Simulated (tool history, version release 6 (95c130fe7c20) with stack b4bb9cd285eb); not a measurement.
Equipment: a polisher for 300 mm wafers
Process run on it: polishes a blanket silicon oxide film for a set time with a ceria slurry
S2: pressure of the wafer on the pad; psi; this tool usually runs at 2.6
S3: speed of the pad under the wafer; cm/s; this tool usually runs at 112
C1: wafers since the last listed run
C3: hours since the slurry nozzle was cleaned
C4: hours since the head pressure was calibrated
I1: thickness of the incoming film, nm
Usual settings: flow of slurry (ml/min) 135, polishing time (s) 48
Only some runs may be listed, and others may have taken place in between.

run 1 hour=0.0 | flow_of_slurry_(ml/min)=135 S2=2.6 S3=112 polishing_time_(s)=48 | C1=0 wafers_polished_on_this_pad=163 C3=7.2 C4=176.2 | I1=806.3 | film_removed_(Å)=2280
run 2 hour=56.0 | flow_of_slurry_(ml/min)=135 S2=2.6 S3=112 polishing_time_(s)=48 | C1=683 wafers_polished_on_this_pad=847 C3=63.2 C4=232.2 | I1=805.5 | film_removed_(Å)=2261
run 3 hour=112.6 | flow_of_slurry_(ml/min)=135 S2=2.6 S3=112 polishing_time_(s)=48 | C1=690 wafers_polished_on_this_pad=1537 C3=119.8 C4=288.8 | I1=793.0 | film_removed_(Å)=2306
run 4 hour=157.1 | flow_of_slurry_(ml/min)=135 S2=2.6 S3=112 polishing_time_(s)=48 | C1=542 wafers_polished_on_this_pad=2080 C3=164.3 C4=333.3 | I1=798.5 | film_removed_(Å)=2296
run 5 hour=217.4 | flow_of_slurry_(ml/min)=135 S2=2.6 S3=112 polishing_time_(s)=48 | C1=735 wafers_polished_on_this_pad=2816 C3=224.6 C4=393.6 | I1=803.1 | film_removed_(Å)=2274
-- hour=251.1 worn pad replaced by a new one
run 6 hour=291.4 | flow_of_slurry_(ml/min)=135 S2=2.6 S3=112 polishing_time_(s)=48 | C1=854 wafers_polished_on_this_pad=491 C3=298.6 C4=467.6 | I1=802.8 | film_removed_(Å)=2283
-- hour=328.7 slurry nozzle cleaned
run 7 hour=363.1 | flow_of_slurry_(ml/min)=135 S2=2.6 S3=112 polishing_time_(s)=48 | C1=862 wafers_polished_on_this_pad=1354 C3=34.4 C4=539.3 | I1=802.1 | film_removed_(Å)=2253
run 8 hour=413.8 | flow_of_slurry_(ml/min)=135 S2=2.6 S3=112 polishing_time_(s)=48 | C1=618 wafers_polished_on_this_pad=1972 C3=85.1 C4=590.0 | I1=794.9 | film_removed_(Å)=2231
run 9 hour=445.5 | flow_of_slurry_(ml/min)=135 S2=2.6 S3=112 polishing_time_(s)=48 | C1=386 wafers_polished_on_this_pad=2359 C3=116.8 C4=621.7 | I1=808.3 | film_removed_(Å)=2266
run 10 hour=485.1 | flow_of_slurry_(ml/min)=135 S2=2.6 S3=112 polishing_time_(s)=48 | C1=483 wafers_polished_on_this_pad=2842 C3=156.4 C4=661.3 | I1=801.6 | film_removed_(Å)=2191
-- hour=512.9 worn pad replaced by a new one, of another model than before
run 11 hour=523.3 | flow_of_slurry_(ml/min)=135 S2=2.4 S3=132 polishing_time_(s)=48 | C1=417 wafers_polished_on_this_pad=126 C3=194.6 C4=699.5 | I1=787.8 | film_removed_(Å)=2411
-- hour=575.9 head pressure recalibrated
run 12 hour=576.4 | flow_of_slurry_(ml/min)=135 S2=2.4 S3=132 polishing_time_(s)=48 | C1=623 wafers_polished_on_this_pad=750 C3=247.7 C4=0.5 | I1=816.4 | film_removed_(Å)=2515
run 13 hour=619.5 | flow_of_slurry_(ml/min)=135 S2=2.4 S3=132 polishing_time_(s)=48 | C1=525 wafers_polished_on_this_pad=1276 C3=290.8 C4=43.6 | I1=806.9 | film_removed_(Å)=2585
-- hour=653.9 slurry nozzle cleaned
run 14 hour=690.2 | flow_of_slurry_(ml/min)=135 S2=2.6 S3=112 polishing_time_(s)=48 | C1=850 wafers_polished_on_this_pad=2126 C3=36.3 C4=114.3 | I1=790.3 | film_removed_(Å)=2263
run 15 hour=735.8 | flow_of_slurry_(ml/min)=90 S2=2.6 S3=112 polishing_time_(s)=55 | C1=556 wafers_polished_on_this_pad=2683 C3=81.9 C4=159.9 | I1=797.7 | film_removed_(Å)=2444
run 16 hour=799.4 | flow_of_slurry_(ml/min)=135 S2=2.0 S3=128 polishing_time_(s)=61 | C1=775 wafers_polished_on_this_pad=3459 C3=145.5 C4=223.5 | I1=798.6 | film_removed_(Å)=2675
-- hour=838.9 worn pad replaced by a new one
run 17 hour=858.6 | flow_of_slurry_(ml/min)=135 S2=2.6 S3=112 polishing_time_(s)=48 | C1=673 wafers_polished_on_this_pad=240 C3=204.7 C4=282.7 | I1=785.1 | film_removed_(Å)=2296
run 18 hour=906.8 | flow_of_slurry_(ml/min)=135 S2=2.6 S3=112 polishing_time_(s)=34 | C1=588 wafers_polished_on_this_pad=828 C3=252.9 C4=330.9 | I1=810.2 | film_removed_(Å)=1601
run 19 hour=954.8 | flow_of_slurry_(ml/min)=165 S2=3.3 S3=146 polishing_time_(s)=57 | C1=585 wafers_polished_on_this_pad=1414 C3=300.9 C4=378.9 | I1=798.1 | film_removed_(Å)=4383
-- hour=998.8 slurry nozzle cleaned
run 20 hour=1010.8 | flow_of_slurry_(ml/min)=135 S2=2.6 S3=74 polishing_time_(s)=60 | C1=671 wafers_polished_on_this_pad=2085 C3=12.0 C4=434.9 | I1=798.6 | film_removed_(Å)=1846
run 21 hour=1051.3 | flow_of_slurry_(ml/min)=115 S2=2.6 S3=86 polishing_time_(s)=48 | C1=494 wafers_polished_on_this_pad=2579 C3=52.5 C4=475.4 | I1=798.9 | film_removed_(Å)=1638
run 22 hour=1121.5 | flow_of_slurry_(ml/min)=135 S2=2.6 S3=112 polishing_time_(s)=48 | C1=856 wafers_polished_on_this_pad=3436 C3=122.7 C4=545.6 | I1=790.3 | film_removed_(Å)=2208
-- hour=1176.2 worn pad replaced by a new one
run 23 hour=1189.7 | flow_of_slurry_(ml/min)=135 S2=2.6 S3=112 polishing_time_(s)=36 | C1=783 wafers_polished_on_this_pad=164 C3=190.9 C4=613.8 | I1=814.5 | film_removed_(Å)=1627
run 24 hour=1251.7 | flow_of_slurry_(ml/min)=115 S2=2.6 S3=86 polishing_time_(s)=48 | C1=756 wafers_polished_on_this_pad=920 C3=252.9 C4=675.8 | I1=792.1 | film_removed_(Å)=1595
run 25 hour=1277.5 | flow_of_slurry_(ml/min)=135 S2=2.0 S3=82 polishing_time_(s)=39 | C1=314 wafers_polished_on_this_pad=1235 C3=278.7 C4=701.6 | I1=796.5 | film_removed_(Å)=1053
-- hour=1317.0 slurry nozzle cleaned
run 26 hour=1348.7 | flow_of_slurry_(ml/min)=160 S2=2.6 S3=112 polishing_time_(s)=65 | C1=856 wafers_polished_on_this_pad=2091 C3=31.7 C4=772.8 | I1=801.2 | film_removed_(Å)=2935
-- hour=1392.9 head pressure recalibrated
run 27 hour=1409.9 | flow_of_slurry_(ml/min)=165 S2=2.6 S3=112 polishing_time_(s)=48 | C1=722 wafers_polished_on_this_pad=2814 C3=92.9 C4=17.0 | I1=809.3 | film_removed_(Å)=2420
run 28 hour=1435.0 | flow_of_slurry_(ml/min)=135 S2=2.6 S3=112 polishing_time_(s)=48 | C1=306 wafers_polished_on_this_pad=3120 C3=118.0 C4=42.1 | I1=806.7 | film_removed_(Å)=2333
-- hour=1496.0 worn pad replaced by a new one
run 29 hour=1505.8 | flow_of_slurry_(ml/min)=135 S2=2.0 S3=112 polishing_time_(s)=48 | C1=815 wafers_polished_on_this_pad=119 C3=188.8 C4=112.9 | I1=804.2 | film_removed_(Å)=1885

Forecast each of these 5 alternatives for the next run:
run A hour=1506.2 | flow_of_slurry_(ml/min)=135 S2=2.6 S3=112 polishing_time_(s)=48 | C1=4 wafers_polished_on_this_pad=124 C3=189.2 C4=113.3 | I1=789.4 | film_removed_(Å)=?
run B hour=1506.2 | flow_of_slurry_(ml/min)=95 S2=3.4 S3=112 polishing_time_(s)=41 | C1=4 wafers_polished_on_this_pad=124 C3=189.2 C4=113.3 | I1=789.4 | film_removed_(Å)=?
run C hour=1506.2 | flow_of_slurry_(ml/min)=135 S2=3.4 S3=88 polishing_time_(s)=63 | C1=4 wafers_polished_on_this_pad=124 C3=189.2 C4=113.3 | I1=789.4 | film_removed_(Å)=?
run D hour=1506.2 | flow_of_slurry_(ml/min)=135 S2=2.6 S3=76 polishing_time_(s)=41 | C1=4 wafers_polished_on_this_pad=124 C3=189.2 C4=113.3 | I1=789.4 | film_removed_(Å)=?
run E hour=1506.2 | flow_of_slurry_(ml/min)=120 S2=3.2 S3=76 polishing_time_(s)=62 | C1=4 wafers_polished_on_this_pad=124 C3=189.2 C4=113.3 | I1=789.4 | film_removed_(Å)=?

run=A film_removed_(Å)=2345
run=B film_removed_(Å)=2403
run=C film_removed_(Å)=3029
run=D film_removed_(Å)=1359
run=E film_removed_(Å)=2410
Take away the tool's hidden state, keep each run's random variation, and the runs would have read:
run=A film_removed_(Å)=2321
run=B film_removed_(Å)=2378
run=C film_removed_(Å)=2998
run=D film_removed_(Å)=1346
run=E film_removed_(Å)=2386

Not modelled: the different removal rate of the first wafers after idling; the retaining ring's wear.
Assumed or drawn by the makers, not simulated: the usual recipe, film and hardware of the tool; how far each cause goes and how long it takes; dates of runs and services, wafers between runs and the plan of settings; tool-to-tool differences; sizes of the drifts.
